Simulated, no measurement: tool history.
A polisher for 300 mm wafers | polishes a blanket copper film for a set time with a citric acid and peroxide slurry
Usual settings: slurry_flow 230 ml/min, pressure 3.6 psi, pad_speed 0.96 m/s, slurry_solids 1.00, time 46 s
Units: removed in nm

| run | day | slurry_flow | pressure | pad_speed | slurry_solids | time | wafers since the last listed run | wafers polished on this pad | hours since the slurry nozzle was cleaned | hours since the head pressure was calibrated | hours since the slurry blender was calibrated | incoming thickness of the incoming film, nm | removed |
|---|---|---|---|---|---|---|---|---|---|---|---|---|---|
| 1 | 0.000 | 230 | 3.6 | 0.96 | 1.00 | 46 | 0 | 696 | 307.6 | 1092.9 | 265.7 | 960.7 | 104.4 |
|  | 0.471 | slurry blender recalibrated |
| 2 | 1.071 | 230 | 3.6 | 0.96 | 1.00 | 46 | 241 | 938 | 333.3 | 1118.6 | 14.4 | 953.2 | 100.6 |
|  | 2.229 | worn pad replaced by a new one |
| 3 | 2.250 | 230 | 3.6 | 0.96 | 1.00 | 46 | 247 | 5 | 361.6 | 1146.9 | 42.7 | 964.0 | 103.7 |
| 4 | 2.867 | 230 | 4.3 | 0.96 | 1.00 | 46 | 150 | 156 | 376.4 | 1161.7 | 57.5 | 956.6 | 124.2 |
| 5 | 3.996 | 230 | 3.6 | 0.96 | 1.00 | 46 | 276 | 432 | 403.5 | 1188.8 | 84.6 | 955.6 | 105.6 |
|  | 4.425 | slurry nozzle cleaned |
| 6 | 5.262 | 230 | 3.6 | 0.96 | 1.00 | 46 | 299 | 732 | 20.1 | 1219.2 | 115.0 | 938.7 | 100.2 |
| 7 | 6.471 | 230 | 3.6 | 0.96 | 1.00 | 46 | 295 | 1027 | 49.1 | 1248.2 | 144.0 | 943.5 | 96.1 |
| 8 | 7.325 | 230 | 3.6 | 0.96 | 1.00 | 46 | 208 | 1236 | 69.6 | 1268.7 | 164.5 | 966.5 | 93.0 |
|  | 7.625 | worn pad replaced by a new one |
| 9 | 8.554 | 230 | 3.6 | 0.96 | 1.00 | 46 | 259 | 227 | 99.1 | 1298.2 | 194.0 | 949.8 | 102.9 |
| 10 | 9.379 | 230 | 3.6 | 0.96 | 1.00 | 46 | 201 | 429 | 118.9 | 1318.0 | 213.8 | 964.3 | 100.2 |
| 11 | 10.750 | 230 | 3.6 | 0.96 | 1.00 | 46 | 335 | 764 | 151.8 | 1350.9 | 246.7 | 938.0 | 97.1 |
| 12 | 11.921 | 230 | 3.6 | 0.96 | 1.00 | 46 | 286 | 1051 | 179.9 | 1379.0 | 274.8 | 934.3 | 93.5 |
|  | 12.483 | worn pad replaced by a new one |
| 13 | 12.721 | 230 | 3.6 | 0.96 | 1.00 | 46 | 154 | 57 | 199.1 | 1398.2 | 294.0 | 969.2 | 102.3 |
|  | 12.967 | slurry blender recalibrated |
| 14 | 13.300 | 230 | 3.6 | 0.96 | 1.00 | 46 | 121 | 179 | 213.0 | 1412.1 | 8.0 | 947.1 | 103.5 |
| 15 | 14.471 | 230 | 3.6 | 0.96 | 1.00 | 46 | 286 | 465 | 241.1 | 1440.2 | 36.1 | 935.0 | 102.3 |
| 16 | 15.708 | 230 | 3.6 | 1.24 | 0.75 | 51 | 302 | 768 | 270.8 | 1469.9 | 65.8 | 963.6 | 128.9 |
| 17 | 16.621 | 230 | 3.6 | 0.96 | 1.00 | 46 | 223 | 991 | 292.7 | 1491.8 | 87.7 | 932.8 | 95.5 |
| 18 | 17.438 | 230 | 4.8 | 0.78 | 1.00 | 37 | 199 | 1191 | 312.3 | 1511.4 | 107.3 | 945.6 | 81.6 |
|  | 17.692 | worn pad replaced by a new one |
| 19 | 18.400 | 230 | 3.6 | 0.96 | 0.80 | 52 | 194 | 173 | 335.4 | 1534.5 | 130.4 | 959.2 | 110.0 |
| 20 | 19.438 | 230 | 3.6 | 0.96 | 1.00 | 46 | 253 | 427 | 360.3 | 1559.4 | 155.3 | 939.7 | 99.5 |
|  | 20.383 | slurry nozzle cleaned |
| 21 | 20.779 | 230 | 3.9 | 0.96 | 1.10 | 46 | 318 | 745 | 9.5 | 1591.6 | 187.5 | 949.9 | 106.0 |
| 22 | 21.483 | 230 | 4.1 | 1.22 | 1.20 | 59 | 172 | 917 | 26.4 | 1608.5 | 204.4 | 941.6 | 177.0 |
|  | 22.271 | head pressure recalibrated |
| 23 | 22.371 | 230 | 3.6 | 0.96 | 1.00 | 46 | 196 | 1114 | 47.7 | 2.4 | 225.7 | 941.7 | 106.0 |
| 24 | 23.475 | 230 | 3.9 | 0.96 | 1.10 | 46 | 270 | 1384 | 74.2 | 28.9 | 252.2 | 954.0 | 112.4 |
|  | 23.808 | worn pad replaced by a new one |
| 25 | 23.988 | 280 | 3.6 | 0.96 | 1.00 | 46 | 84 | 43 | 86.5 | 41.2 | 264.5 | 956.9 | 117.5 |
| 26 | 24.688 | 270 | 3.6 | 0.78 | 1.00 | 46 | 171 | 214 | 103.3 | 58.0 | 281.3 | 962.3 | 97.8 |
| 27 | 25.579 | 230 | 3.6 | 0.96 | 1.00 | 46 | 218 | 432 | 124.7 | 79.4 | 302.7 | 950.3 | 116.7 |
|  | 25.883 | slurry blender recalibrated |
| 28 | 26.562 | 230 | 4.3 | 0.96 | 1.00 | 33 | 220 | 652 | 148.3 | 103.0 | 16.3 | 940.4 | 94.8 |
| 29 | 27.221 | 210 | 2.4 | 0.96 | 1.00 | 46 | 161 | 813 | 164.1 | 118.8 | 32.1 | 964.1 | 73.9 |
| 30 | 28.058 | 230 | 3.6 | 0.96 | 1.00 | 50 | 204 | 1018 | 184.2 | 138.9 | 52.2 | 933.6 | 116.4 |

The same runs without the tool's hidden state, with the same run-to-run variation:
The hidden state here: removal rate lost through wear of the pad, %; slurry flow missing at the pad, %; deviation of the head's pressure from its setpoint, %; abrasive missing from the slurry, %.
| run | removed |
|---|---|
| 1 | 115.4 |
| 2 | 114.7 |
| 3 | 114.4 |
| 4 | 137.5 |
| 5 | 118.4 |
| 6 | 115.4 |
| 7 | 115.1 |
| 8 | 115.2 |
| 9 | 117.9 |
| 10 | 116.1 |
| 11 | 116.0 |
| 12 | 116.1 |
| 13 | 114.5 |
| 14 | 116.3 |
| 15 | 117.0 |
| 16 | 151.8 |
| 17 | 115.7 |
| 18 | 102.1 |
| 19 | 126.4 |
| 20 | 115.9 |
| 21 | 127.3 |
| 22 | 217.3 |
| 23 | 115.3 |
| 24 | 128.0 |
| 25 | 118.1 |
| 26 | 98.5 |
| 27 | 118.6 |
| 28 | 97.9 |
| 29 | 77.5 |
| 30 | 125.1 |

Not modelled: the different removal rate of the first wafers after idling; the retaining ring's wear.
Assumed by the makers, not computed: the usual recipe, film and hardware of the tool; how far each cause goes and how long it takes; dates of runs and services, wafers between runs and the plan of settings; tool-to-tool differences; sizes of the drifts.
